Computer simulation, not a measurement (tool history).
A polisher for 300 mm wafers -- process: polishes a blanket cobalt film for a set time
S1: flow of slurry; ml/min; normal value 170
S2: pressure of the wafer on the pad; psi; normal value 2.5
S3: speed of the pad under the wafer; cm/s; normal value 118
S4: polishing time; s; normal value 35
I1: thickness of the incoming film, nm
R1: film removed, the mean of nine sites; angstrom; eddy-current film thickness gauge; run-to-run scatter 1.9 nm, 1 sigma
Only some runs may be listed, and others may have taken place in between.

run 1 hour=0 | S1=170 S2=2.5 S3=90 S4=35 | I1=717 | R1=2182
-- hour=17.5 worn pad replaced by a new one
run 2 hour=26.4 | S1=170 S2=2.5 S3=90 S4=35 | I1=721.4 | R1=2153
run 3 hour=42.6 | S1=200 S2=2.5 S3=118 S4=35 | I1=731 | R1=2940
run 4 hour=56.2 | S1=200 S2=2.5 S3=118 S4=35 | I1=730.4 | R1=2925
run 5 hour=83.5 | S1=170 S2=2.5 S3=118 S4=35 | I1=721.1 | R1=2855
run 6 hour=97.6 | S1=170 S2=2.5 S3=118 S4=35 | I1=737.4 | R1=2868
-- hour=118.2 worn pad replaced by a new one
run 7 hour=128.6 | S1=170 S2=2.5 S3=118 S4=35 | I1=737.5 | R1=2861
run 8 hour=160.6 | S1=170 S2=2.5 S3=144 S4=35 | I1=747.3 | R1=3476
run 9 hour=176.1 | S1=170 S2=2.5 S3=144 S4=35 | I1=723.7 | R1=3507
-- hour=205.3 worn pad replaced by a new one
run 10 hour=207 | S1=170 S2=2.5 S3=144 S4=35 | I1=728.6 | R1=3504
run 11 hour=220 | S1=170 S2=2 S3=118 S4=35 | I1=719.1 | R1=2399
-- hour=222.7 head pressure recalibrated
run 12 hour=238.4 | S1=115 S2=2.5 S3=118 S4=35 | I1=743 | R1=2667
run 13 hour=256.9 | S1=170 S2=2.2 S3=136 S4=27 | I1=736.6 | R1=2298
run 14 hour=279.7 | S1=115 S2=2.5 S3=118 S4=35 | I1=736.6 | R1=2625
-- hour=311.8 worn pad replaced by a new one
run 15 hour=312.3 | S1=170 S2=2.7 S3=118 S4=35 | I1=722.5 | R1=3051
-- hour=344.2 slurry nozzle cleaned
run 16 hour=344.7 | S1=220 S2=3 S3=146 S4=35 | I1=727.5 | R1=4268
run 17 hour=366.1 | S1=170 S2=2.5 S3=104 S4=25 | I1=713.3 | R1=1810
run 18 hour=394.2 | S1=170 S2=3.4 S3=140 S4=35 | I1=726.2 | R1=4405
-- hour=411.6 worn pad replaced by a new one
run 19 hour=421 | S1=170 S2=2.5 S3=118 S4=28 | I1=738.7 | R1=2257
run 20 hour=454.9 | S1=135 S2=2.5 S3=118 S4=35 | I1=731.9 | R1=2715
run 21 hour=478.9 | S1=170 S2=2.5 S3=118 S4=42 | I1=741.1 | R1=3418
run 22 hour=492.2 | S1=170 S2=2.5 S3=118 S4=35 | I1=721.7 | R1=2841

3 options for the next run, each taken on its own from the tool as it stands now. Forecast them:
run A hour=492.6 | S1=170 S2=2.5 S3=118 S4=35 | I1=738.1 | R1=?
run B hour=492.6 | S1=155 S2=3.3 S3=118 S4=45 | I1=738.1 | R1=?
run C hour=492.6 | S1=120 S2=2.5 S3=102 S4=35 | I1=738.1 | R1=?

run=A R1=2866
run=B R1=4589
run=C R1=2305
With no hidden state in the tool, these same runs would have given:
run=A R1=2866
run=B R1=4589
run=C R1=2305
